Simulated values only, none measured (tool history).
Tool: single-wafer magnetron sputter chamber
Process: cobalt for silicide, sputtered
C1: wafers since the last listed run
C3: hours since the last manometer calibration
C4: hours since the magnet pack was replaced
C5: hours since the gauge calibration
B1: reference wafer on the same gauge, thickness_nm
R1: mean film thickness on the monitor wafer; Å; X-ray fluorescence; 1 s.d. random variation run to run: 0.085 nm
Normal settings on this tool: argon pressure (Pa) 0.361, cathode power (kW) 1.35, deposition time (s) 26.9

run 1 day=0 | argon_pressure_(Pa)=0.361 cathode_power_(kW)=1.35 deposition_time_(s)=23.3 | C1=0 wafers_on_the_sputter_target=3253 C3=1090.6 C4=4337.3 C5=1329.5 | B1=21.785 | R1=152.1
run 2 day=1.638 | argon_pressure_(Pa)=0.361 cathode_power_(kW)=1.35 deposition_time_(s)=30.2 | C1=779 wafers_on_the_sputter_target=4032 C3=1129.9 C4=4376.6 C5=1368.8 | B1=21.824 | R1=197.8
-- day=2.079 capacitance manometer re-zeroed and calibrated
run 3 day=3.158 | argon_pressure_(Pa)=0.285 cathode_power_(kW)=1.35 deposition_time_(s)=26.9 | C1=565 wafers_on_the_sputter_target=4598 C3=25.9 C4=4413.1 C5=1405.3 | B1=21.793 | R1=178.9
run 4 day=5.196 | argon_pressure_(Pa)=0.285 cathode_power_(kW)=1.35 deposition_time_(s)=26.9 | C1=969 wafers_on_the_sputter_target=5567 C3=74.8 C4=4462 C5=1454.2 | B1=21.796 | R1=179.09
run 5 day=9.467 | argon_pressure_(Pa)=0.361 cathode_power_(kW)=1.35 deposition_time_(s)=28.5 | C1=2032 wafers_on_the_sputter_target=7600 C3=177.3 C4=4564.5 C5=1556.7 | B1=21.8 | R1=186.46
run 6 day=12.35 | argon_pressure_(Pa)=0.361 cathode_power_(kW)=1.35 deposition_time_(s)=28.5 | C1=1372 wafers_on_the_sputter_target=8972 C3=246.5 C4=4633.7 C5=1625.9 | B1=21.844 | R1=184.51
-- day=21.804 sputter target and shields replaced
run 7 day=24.246 | argon_pressure_(Pa)=0.361 cathode_power_(kW)=1.35 deposition_time_(s)=26.9 | C1=5502 wafers_on_the_sputter_target=1162 C3=532 C4=4919.2 C5=1911.4 | B1=21.806 | R1=179.1
run 8 day=28.538 | argon_pressure_(Pa)=0.361 cathode_power_(kW)=1.35 deposition_time_(s)=26.9 | C1=2042 wafers_on_the_sputter_target=3204 C3=635 C4=5022.2 C5=2014.4 | B1=21.846 | R1=177.32
run 9 day=30.846 | argon_pressure_(Pa)=0.361 cathode_power_(kW)=1.35 deposition_time_(s)=26.9 | C1=1098 wafers_on_the_sputter_target=4303 C3=690.4 C4=5077.6 C5=2069.8 | B1=21.818 | R1=176.43
run 10 day=32.675 | argon_pressure_(Pa)=0.361 cathode_power_(kW)=1.35 deposition_time_(s)=29.1 | C1=870 wafers_on_the_sputter_target=5173 C3=734.3 C4=5121.5 C5=2113.7 | B1=21.786 | R1=188.65
run 11 day=34.421 | argon_pressure_(Pa)=0.361 cathode_power_(kW)=1.35 deposition_time_(s)=29.1 | C1=830 wafers_on_the_sputter_target=6004 C3=776.2 C4=5163.4 C5=2155.6 | B1=21.75 | R1=189.56
run 12 day=38.883 | argon_pressure_(Pa)=0.361 cathode_power_(kW)=1.35 deposition_time_(s)=26.9 | C1=2123 wafers_on_the_sputter_target=8128 C3=883.3 C4=5270.5 C5=2262.7 | B1=21.806 | R1=174.93
-- day=41.204 capacitance manometer re-zeroed and calibrated
run 13 day=41.442 | argon_pressure_(Pa)=0.361 cathode_power_(kW)=1.35 deposition_time_(s)=26.9 | C1=1058 wafers_on_the_sputter_target=9187 C3=5.7 C4=5331.9 C5=2324.1 | B1=21.79 | R1=174.61
run 14 day=45.883 | argon_pressure_(Pa)=0.361 cathode_power_(kW)=1.35 deposition_time_(s)=26.9 | C1=2113 wafers_on_the_sputter_target=11301 C3=112.3 C4=5438.5 C5=2430.7 | B1=21.835 | R1=175.07
run 15 day=47.696 | argon_pressure_(Pa)=0.361 cathode_power_(kW)=1.35 deposition_time_(s)=26.9 | C1=862 wafers_on_the_sputter_target=12163 C3=155.8 C4=5482 C5=2474.2 | B1=21.778 | R1=174.25
run 16 day=49.521 | argon_pressure_(Pa)=0.361 cathode_power_(kW)=1.35 deposition_time_(s)=26.9 | C1=868 wafers_on_the_sputter_target=13032 C3=199.6 C4=5525.8 C5=2518 | B1=21.77 | R1=175.15
-- day=49.871 sputter target and shields replaced
run 17 day=51.829 | argon_pressure_(Pa)=0.361 cathode_power_(kW)=1.35 deposition_time_(s)=26.9 | C1=939 wafers_on_the_sputter_target=932 C3=255 C4=5581.2 C5=2573.4 | B1=21.801 | R1=179.93
run 18 day=56.025 | argon_pressure_(Pa)=0.302 cathode_power_(kW)=1.55 deposition_time_(s)=26.9 | C1=1996 wafers_on_the_sputter_target=2929 C3=355.7 C4=5681.9 C5=2674.1 | B1=21.777 | R1=205.25
run 19 day=60.283 | argon_pressure_(Pa)=0.361 cathode_power_(kW)=1.6 deposition_time_(s)=29.9 | C1=2026 wafers_on_the_sputter_target=4955 C3=457.9 C4=5784.1 C5=2776.3 | B1=21.813 | R1=231.38
run 20 day=64.283 | argon_pressure_(Pa)=0.361 cathode_power_(kW)=1.35 deposition_time_(s)=26.9 | C1=1903 wafers_on_the_sputter_target=6859 C3=553.9 C4=5880.1 C5=2872.3 | B1=21.799 | R1=173.27
-- day=67.729 gauge calibrated
run 21 day=68.462 | argon_pressure_(Pa)=0.361 cathode_power_(kW)=1.65 deposition_time_(s)=26.9 | C1=1988 wafers_on_the_sputter_target=8848 C3=654.2 C4=5980.4 C5=17.6 | B1=21.802 | R1=213.87
run 22 day=72.142 | argon_pressure_(Pa)=0.304 cathode_power_(kW)=1.1 deposition_time_(s)=29.8 | C1=1750 wafers_on_the_sputter_target=10599 C3=742.5 C4=6068.7 C5=105.9 | B1=21.823 | R1=158.51
-- day=74.296 sputter target and shields replaced
run 23 day=74.775 | argon_pressure_(Pa)=0.297 cathode_power_(kW)=1.35 deposition_time_(s)=26.9 | C1=1094 wafers_on_the_sputter_target=228 C3=805.7 C4=6131.9 C5=169.1 | B1=21.781 | R1=184.36
run 24 day=76.488 | argon_pressure_(Pa)=0.361 cathode_power_(kW)=1.2 deposition_time_(s)=21.7 | C1=814 wafers_on_the_sputter_target=1043 C3=846.8 C4=6173 C5=210.2 | B1=21.841 | R1=128.25
-- day=82.8 magnet pack replaced
run 25 day=83.754 | argon_pressure_(Pa)=0.361 cathode_power_(kW)=1.35 deposition_time_(s)=30.2 | C1=3299 wafers_on_the_sputter_target=4343 C3=1021.2 C4=22.9 C5=384.6 | B1=21.845 | R1=197.05
run 26 day=87.012 | argon_pressure_(Pa)=0.45 cathode_power_(kW)=1.15 deposition_time_(s)=26.9 | C1=1550 wafers_on_the_sputter_target=5893 C3=1099.4 C4=101.1 C5=462.8 | B1=21.816 | R1=147.31
-- day=89.588 capacitance manometer re-zeroed and calibrated
run 27 day=90.575 | argon_pressure_(Pa)=0.494 cathode_power_(kW)=1.35 deposition_time_(s)=26.9 | C1=1536 wafers_on_the_sputter_target=7430 C3=23.7 C4=186.6 C5=548.3 | B1=21.808 | R1=169.35
run 28 day=92.712 | argon_pressure_(Pa)=0.452 cathode_power_(kW)=1.2 deposition_time_(s)=29.3 | C1=1017 wafers_on_the_sputter_target=8447 C3=75 C4=237.9 C5=599.6 | B1=21.825 | R1=165.31
run 29 day=96.438 | argon_pressure_(Pa)=0.421 cathode_power_(kW)=1.6 deposition_time_(s)=23.2 | C1=1772 wafers_on_the_sputter_target=10220 C3=164.4 C4=327.3 C5=689 | B1=21.818 | R1=176.41
-- day=99.842 sputter target and shields replaced
run 30 day=100.817 | argon_pressure_(Pa)=0.361 cathode_power_(kW)=1.05 deposition_time_(s)=26.9 | C1=1925 wafers_on_the_sputter_target=464 C3=269.5 C4=432.4 C5=794.1 | B1=21.852 | R1=139.62
run 31 day=111.9 | argon_pressure_(Pa)=0.434 cathode_power_(kW)=1.2 deposition_time_(s)=21.6 | C1=5274 wafers_on_the_sputter_target=5739 C3=535.5 C4=698.4 C5=1060.1 | B1=21.829 | R1=122.54
run 32 day=116.379 | argon_pressure_(Pa)=0.361 cathode_power_(kW)=1.35 deposition_time_(s)=26.9 | C1=2131 wafers_on_the_sputter_target=7870 C3=643 C4=805.9 C5=1167.6 | B1=21.824 | R1=174.93
run 33 day=120.362 | argon_pressure_(Pa)=0.361 cathode_power_(kW)=1.35 deposition_time_(s)=26.9 | C1=1895 wafers_on_the_sputter_target=9766 C3=738.6 C4=901.5 C5=1263.2 | B1=21.798 | R1=175.28
run 34 day=123.812 | argon_pressure_(Pa)=0.361 cathode_power_(kW)=1.35 deposition_time_(s)=28.5 | C1=1641 wafers_on_the_sputter_target=11408 C3=821.4 C4=984.3 C5=1346 | B1=21.813 | R1=183.44
-- day=125.892 sputter target and shields replaced
run 35 day=126.638 | argon_pressure_(Pa)=0.361 cathode_power_(kW)=1.45 deposition_time_(s)=26.9 | C1=1185 wafers_on_the_sputter_target=354 C3=889.2 C4=1052.1 C5=1413.8 | B1=21.788 | R1=193.26

Some steps in R1 between neighbouring runs. How much of each would the tool show without its hidden state too (settings, what came in, random variation), and how much is left for the hidden state, with any gauge scatter that isn't in both results?
Unlogged tool condition in this case: deposition rate above that of a new target (%); true argon pressure above the setpoint (%); gauge reads high (%).
Run 19 -> 20: cathode power (kW) 1.6 -> 1.35, deposition time (s) 29.9 -> 26.9. R1 -58.11 Å: hidden state +1.21, all else -59.32.
Run 22 -> 23: argon pressure (Pa) 0.304 -> 0.297, cathode power (kW) 1.1 -> 1.35, deposition time (s) 29.8 -> 26.9, sputter target and shields replaced. R1 +25.85 Å: hidden state +6.54, all else +19.31.
Run 23 -> 24: argon pressure (Pa) 0.297 -> 0.361, cathode power (kW) 1.35 -> 1.2, deposition time (s) 26.9 -> 21.7. R1 -56.11 Å: hidden state -0.71, all else -55.4.
Run 24 -> 25: cathode power (kW) 1.2 -> 1.35, deposition time (s) 21.7 -> 30.2, magnet pack replaced. R1 +68.8 Å: hidden state -4.52, all else +73.32.
Run 29 -> 30: argon pressure (Pa) 0.421 -> 0.361, cathode power (kW) 1.6 -> 1.05, deposition time (s) 23.2 -> 26.9, sputter target and shields replaced. R1 -36.79 Å: hidden state +6.41, all else -43.2.
Run 34 -> 35: cathode power (kW) 1.35 -> 1.45, deposition time (s) 28.5 -> 26.9, sputter target and shields replaced. R1 +9.82 Å: hidden state +6.55, all else +3.27.
